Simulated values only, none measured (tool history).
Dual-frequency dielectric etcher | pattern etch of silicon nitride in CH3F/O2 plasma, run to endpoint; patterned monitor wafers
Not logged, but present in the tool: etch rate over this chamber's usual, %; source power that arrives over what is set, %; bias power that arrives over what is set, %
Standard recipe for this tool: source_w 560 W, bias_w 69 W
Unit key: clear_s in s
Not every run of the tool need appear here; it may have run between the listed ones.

run	hour	source_w	bias_w	wafers since the last listed run	hours since the last wet clean	hours since the last source power generator calibration	hours since the last bias power generator calibration	hours since the last upper electrode change	incoming incoming film thickness, nm	clear_s
1	0.0	560	69	0	317.7	3594.3	1870.8	3803.6	68.6	61.8
# hour 65.7: wet clean of the chamber
2	94.7	560	69	672	29.0	3689.0	1965.5	3898.3	69.7	64.3
3	127.1	560	69	308	61.4	3721.4	1997.9	3930.7	68.2	63.0
4	150.7	560	69	224	85.0	3745.0	2021.5	3954.3	69.0	63.3
5	181.4	640	69	292	115.7	3775.7	2052.2	3985.0	68.4	58.7
6	207.8	640	69	251	142.1	3802.1	2078.6	4011.4	69.1	58.9
7	299.3	640	69	870	233.6	3893.6	2170.1	4102.9	69.0	58.2
8	330.9	560	64	300	265.2	3925.2	2201.7	4134.5	69.4	64.2
9	358.8	560	64	265	293.1	3953.1	2229.6	4162.4	69.6	64.1
10	381.7	560	64	217	316.0	3976.0	2252.5	4185.3	68.8	63.2
# hour 423.7: wet clean of the chamber
11	424.2	560	69	175	0.5	4018.5	2295.0	4227.8	69.4	64.3
12	437.1	560	69	122	13.4	4031.4	2307.9	4240.7	69.7	64.5
13	466.6	560	69	280	42.9	4060.9	2337.4	4270.2	68.5	63.3
14	486.1	560	69	185	62.4	4080.4	2356.9	4289.7	69.6	64.1
15	511.6	560	69	242	87.9	4105.9	2382.4	4315.2	69.2	63.8
# hour 523.6: bias power generator calibrated
16	543.7	560	69	267	120.0	4138.0	20.1	4347.3	69.1	63.7
17	564.5	560	78	197	140.8	4158.8	40.9	4368.1	69.4	60.9
18	588.7	560	78	230	165.0	4183.0	65.1	4392.3	69.0	60.6
# hour 621.6: upper electrode replaced
19	622.3	560	69	91	198.6	4216.6	98.7	0.7	68.7	62.4
20	648.5	430	58	249	224.8	4242.8	124.9	26.9	69.4	77.3
21	668.0	560	69	185	244.3	4262.3	144.4	46.4	68.8	62.1
22	697.4	450	55	279	273.7	4291.7	173.8	75.8	69.4	76.2
# hour 711.4: source power generator calibrated
23	717.7	520	80	155	294.0	6.3	194.1	96.1	69.2	61.7
24	749.0	480	54	297	325.3	37.6	225.4	127.4	69.1	73.0
25	775.9	560	73	255	352.2	64.5	252.3	154.3	69.4	60.6
26	801.8	490	69	246	378.1	90.4	278.2	180.2	69.7	67.3
27	833.0	560	74	296	409.3	121.6	309.4	211.4	68.6	59.4
# hour 866.7: wet clean of the chamber
28	867.2	630	54	97	0.5	155.8	343.6	245.6	69.2	66.3
29	935.8	630	69	652	69.1	224.4	412.2	314.2	69.3	60.7
30	956.9	480	81	200	90.2	245.5	433.3	335.3	70.1	67.8
31	984.0	560	69	257	117.3	272.6	460.4	362.4	69.5	64.4
32	998.1	500	82	134	131.4	286.7	474.5	376.5	68.8	64.3
33	1016.9	560	69	178	150.2	305.5	493.3	395.3	69.0	63.6
34	1051.3	430	61	327	184.6	339.9	527.7	429.7	68.9	76.9

3 ways to go on from here, each from the tool as it stands after run 34. What would each give?
A	1051.8	560	69	4	185.1	340.4	528.2	430.2	69.2	?
B	1051.8	560	81	4	185.1	340.4	528.2	430.2	69.2	?
C	1051.8	450	79	4	185.1	340.4	528.2	430.2	69.2	?

run	clear_s
A	64.3
B	61.1
C	69.7
Stripped of hidden state, with their random variation kept, the same runs would have yielded:
run	clear_s
A	65.0
B	61.7
C	70.4
